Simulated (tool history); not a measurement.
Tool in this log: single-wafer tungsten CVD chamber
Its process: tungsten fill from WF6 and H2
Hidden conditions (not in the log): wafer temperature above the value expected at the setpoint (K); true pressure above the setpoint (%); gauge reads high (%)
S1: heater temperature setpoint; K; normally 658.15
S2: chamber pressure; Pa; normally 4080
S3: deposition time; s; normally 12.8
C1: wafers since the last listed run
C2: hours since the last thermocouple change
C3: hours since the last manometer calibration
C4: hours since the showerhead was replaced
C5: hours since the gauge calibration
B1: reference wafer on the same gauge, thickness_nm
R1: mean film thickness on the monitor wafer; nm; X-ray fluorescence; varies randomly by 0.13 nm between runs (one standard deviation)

run 1 day=0.000 | S1=658.15 S2=3613 S3=12.8 | C1=0 C2=84.6 C3=1577.4 C4=3816.9 C5=822.1 | B1=27.319 | R1=28.428
run 2 day=1.992 | S1=658.15 S2=4080 S3=12.8 | C1=1375 C2=132.4 C3=1625.2 C4=3864.7 C5=869.9 | B1=27.268 | R1=30.185
run 3 day=3.375 | S1=658.15 S2=4080 S3=12.8 | C1=955 C2=165.6 C3=1658.4 C4=3897.9 C5=903.1 | B1=27.280 | R1=30.217
run 4 day=5.042 | S1=658.15 S2=4080 S3=12.8 | C1=1150 C2=205.6 C3=1698.4 C4=3937.9 C5=943.1 | B1=27.295 | R1=30.440
run 5 day=7.871 | S1=658.15 S2=4080 S3=12.8 | C1=1953 C2=273.5 C3=1766.3 C4=4005.8 C5=1011.0 | B1=27.306 | R1=30.478
run 6 day=10.442 | S1=658.15 S2=4080 S3=12.8 | C1=1774 C2=335.2 C3=1828.0 C4=4067.5 C5=1072.7 | B1=27.297 | R1=30.918
run 7 day=15.321 | S1=658.15 S2=4080 S3=12.8 | C1=3368 C2=452.3 C3=1945.1 C4=4184.6 C5=1189.8 | B1=27.315 | R1=31.049
run 8 day=18.138 | S1=658.15 S2=4080 S3=12.8 | C1=1944 C2=519.9 C3=2012.7 C4=4252.2 C5=1257.4 | B1=27.312 | R1=31.039
run 9 day=21.033 | S1=658.15 S2=4080 S3=12.8 | C1=1999 C2=589.4 C3=2082.2 C4=4321.7 C5=1326.9 | B1=27.329 | R1=31.059
-- day=21.608 capacitance manometer re-zeroed and calibrated
run 10 day=23.017 | S1=658.15 S2=4080 S3=12.8 | C1=1139 C2=637.0 C3=33.8 C4=4369.3 C5=1374.5 | B1=27.295 | R1=31.043
-- day=25.329 showerhead replaced
run 11 day=25.929 | S1=658.15 S2=4080 S3=12.8 | C1=1780 C2=706.9 C3=103.7 C4=14.4 C5=1444.4 | B1=27.306 | R1=31.333
run 12 day=28.896 | S1=658.15 S2=4080 S3=12.8 | C1=2048 C2=778.1 C3=174.9 C4=85.6 C5=1515.6 | B1=27.336 | R1=31.453
run 13 day=31.229 | S1=658.15 S2=4080 S3=12.8 | C1=1610 C2=834.1 C3=230.9 C4=141.6 C5=1571.6 | B1=27.270 | R1=31.378
run 14 day=33.900 | S1=658.15 S2=4080 S3=12.8 | C1=1843 C2=898.2 C3=295.0 C4=205.7 C5=1635.7 | B1=27.347 | R1=31.272
run 15 day=35.367 | S1=658.15 S2=4080 S3=12.8 | C1=1012 C2=933.4 C3=330.2 C4=240.9 C5=1670.9 | B1=27.362 | R1=31.486
run 16 day=36.846 | S1=658.15 S2=4080 S3=12.8 | C1=1021 C2=968.9 C3=365.7 C4=276.4 C5=1706.4 | B1=27.315 | R1=31.469
run 17 day=39.375 | S1=658.15 S2=4080 S3=14.4 | C1=1746 C2=1029.6 C3=426.4 C4=337.1 C5=1767.1 | B1=27.289 | R1=35.433
run 18 day=40.671 | S1=658.15 S2=4080 S3=12.8 | C1=894 C2=1060.7 C3=457.5 C4=368.2 C5=1798.2 | B1=27.304 | R1=31.399
-- day=40.992 gauge calibrated
run 19 day=41.917 | S1=658.15 S2=4773 S3=11.6 | C1=860 C2=1090.6 C3=487.4 C4=398.1 C5=22.2 | B1=27.312 | R1=30.718
run 20 day=43.171 | S1=651.15 S2=4653 S3=13.8 | C1=865 C2=1120.7 C3=517.5 C4=428.2 C5=52.3 | B1=27.272 | R1=31.976
run 21 day=45.408 | S1=658.15 S2=4080 S3=12.8 | C1=1544 C2=1174.4 C3=571.2 C4=481.9 C5=106.0 | B1=27.246 | R1=31.428
run 22 day=48.267 | S1=658.15 S2=4080 S3=13.4 | C1=1973 C2=1243.0 C3=639.8 C4=550.5 C5=174.6 | B1=27.326 | R1=32.976
run 23 day=49.942 | S1=651.15 S2=4746 S3=14.8 | C1=1156 C2=1283.2 C3=680.0 C4=590.7 C5=214.8 | B1=27.297 | R1=34.496
run 24 day=51.204 | S1=648.15 S2=4080 S3=15.1 | C1=871 C2=1313.5 C3=710.3 C4=621.0 C5=245.1 | B1=27.291 | R1=31.124
-- day=51.971 thermocouple changed; heater temperature recalibrated
run 25 day=53.888 | S1=651.15 S2=4080 S3=14.4 | C1=1622 C2=46.0 C3=774.7 C4=685.4 C5=309.5 | B1=27.319 | R1=29.873
run 26 day=56.396 | S1=658.15 S2=4080 S3=15.2 | C1=1731 C2=106.2 C3=834.9 C4=745.6 C5=369.7 | B1=27.310 | R1=35.827
run 27 day=58.021 | S1=663.15 S2=4413 S3=10.6 | C1=1121 C2=145.2 C3=873.9 C4=784.6 C5=408.7 | B1=27.311 | R1=28.110
run 28 day=59.246 | S1=665.15 S2=4080 S3=14.3 | C1=845 C2=174.6 C3=903.3 C4=814.0 C5=438.1 | B1=27.284 | R1=38.272
run 29 day=61.062 | S1=667.15 S2=3546 S3=11.7 | C1=1254 C2=218.2 C3=946.9 C4=857.6 C5=481.7 | B1=27.268 | R1=30.501
run 30 day=63.321 | S1=658.15 S2=4893 S3=12.8 | C1=1559 C2=272.4 C3=1001.1 C4=911.8 C5=535.9 | B1=27.267 | R1=33.145
run 31 day=67.267 | S1=658.15 S2=4080 S3=15.2 | C1=2724 C2=367.1 C3=1095.8 C4=1006.5 C5=630.6 | B1=27.326 | R1=36.672
run 32 day=69.904 | S1=658.15 S2=4893 S3=12.8 | C1=1820 C2=430.4 C3=1159.1 C4=1069.8 C5=693.9 | B1=27.335 | R1=33.618
run 33 day=70.946 | S1=653.15 S2=3333 S3=10.8 | C1=719 C2=455.4 C3=1184.1 C4=1094.8 C5=718.9 | B1=27.274 | R1=21.756
run 34 day=72.817 | S1=645.15 S2=4080 S3=12.8 | C1=1291 C2=500.3 C3=1229.0 C4=1139.7 C5=763.8 | B1=27.292 | R1=24.526
run 35 day=75.521 | S1=666.15 S2=5093 S3=14.3 | C1=1866 C2=565.2 C3=1293.9 C4=1204.6 C5=828.7 | B1=27.354 | R1=43.997

Each row is a separate what-if for the run after 35, all from the same tool condition, not one after another. Results?
run A day=75.538 | S1=647.15 S2=4080 S3=12.8 | C1=11 C2=565.6 C3=1294.3 C4=1205.0 C5=829.1 | B1=? | R1=?
run B day=75.538 | S1=670.15 S2=4080 S3=13.9 | C1=11 C2=565.6 C3=1294.3 C4=1205.0 C5=829.1 | B1=? | R1=?
run C day=75.538 | S1=673.15 S2=3093 S3=13.9 | C1=11 C2=565.6 C3=1294.3 C4=1205.0 C5=829.1 | B1=? | R1=?

run=A B1=27.299 R1=25.546
run=B B1=27.299 R1=41.255
run=C B1=27.299 R1=38.189
With no hidden state in the tool, these same runs would have given:
run=A R1=24.633
run=B R1=39.915
run=C R1=36.959
